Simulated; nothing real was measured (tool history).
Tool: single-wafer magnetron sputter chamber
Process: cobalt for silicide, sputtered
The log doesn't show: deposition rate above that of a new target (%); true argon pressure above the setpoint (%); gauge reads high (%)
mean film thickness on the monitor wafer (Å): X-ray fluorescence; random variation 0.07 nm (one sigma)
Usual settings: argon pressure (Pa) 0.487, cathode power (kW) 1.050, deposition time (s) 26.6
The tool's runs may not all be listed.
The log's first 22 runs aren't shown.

run,hour,argon pressure (Pa),cathode power (kW),deposition time (s),wafers since the last listed run,wafers on the sputter target,hours since the last manometer calibration,hours since the magnet pack was replaced,hours since the gauge calibration,"read-back reference wafer on the same gauge, thickness_nm",mean film thickness on the monitor wafer (Å)
23,1229.8,0.487,1.050,26.6,1090,8205,810.5,406.7,1721.8,15.000,127.32
# hour 1234.9: gauge calibrated
24,1286.4,0.487,1.250,26.6,1531,9736,867.1,463.3,51.5,15.050,151.05
25,1316.2,0.487,1.050,31.0,806,10543,896.9,493.1,81.3,14.993,147.04
# hour 1334.0: sputter target and shields replaced
26,1379.9,0.592,0.950,26.6,1506,1240,960.6,556.8,145.0,14.993,114.91
27,1420.0,0.487,1.050,26.6,1084,2325,1000.7,596.9,185.1,15.015,128.79
28,1447.0,0.487,1.300,30.9,730,3055,1027.7,623.9,212.1,15.050,183.43
29,1518.3,0.539,1.200,26.6,1928,4984,1099.0,695.2,283.4,14.967,145.13
30,1548.2,0.396,0.950,28.2,808,5793,1128.9,725.1,313.3,15.013,124.25
31,1595.1,0.487,1.050,26.6,1268,7062,1175.8,772.0,360.2,15.016,127.34
32,1625.6,0.388,1.050,31.4,825,7887,1206.3,802.5,390.7,14.979,152.57
33,1658.9,0.353,0.800,31.1,900,8788,1239.6,835.8,424.0,15.014,115.42
34,1698.3,0.487,1.050,26.6,1065,9854,1279.0,875.2,463.4,14.999,126.50
35,1743.7,0.487,1.050,26.6,1228,11082,1324.4,920.6,508.8,14.986,126.37

4 ways to go on from here, each from the tool as it stands after run 35. What would each give?
A,1744.1,0.487,1.050,26.6,10,11093,1324.8,921.0,509.2,?,?
B,1744.1,0.659,1.050,30.3,10,11093,1324.8,921.0,509.2,?,?
C,1744.1,0.295,1.000,22.2,10,11093,1324.8,921.0,509.2,?,?
D,1744.1,0.302,1.050,21.8,10,11093,1324.8,921.0,509.2,?,?

run,"read-back reference wafer on the same gauge, thickness_nm",mean film thickness on the monitor wafer (Å)
A,14.950,125.94
B,14.950,137.72
C,14.950,104.84
D,14.950,107.91
Without the tool's hidden state the same runs would have given:
run,mean film thickness on the monitor wafer (Å)
A,129.67
B,141.81
C,107.95
D,111.12
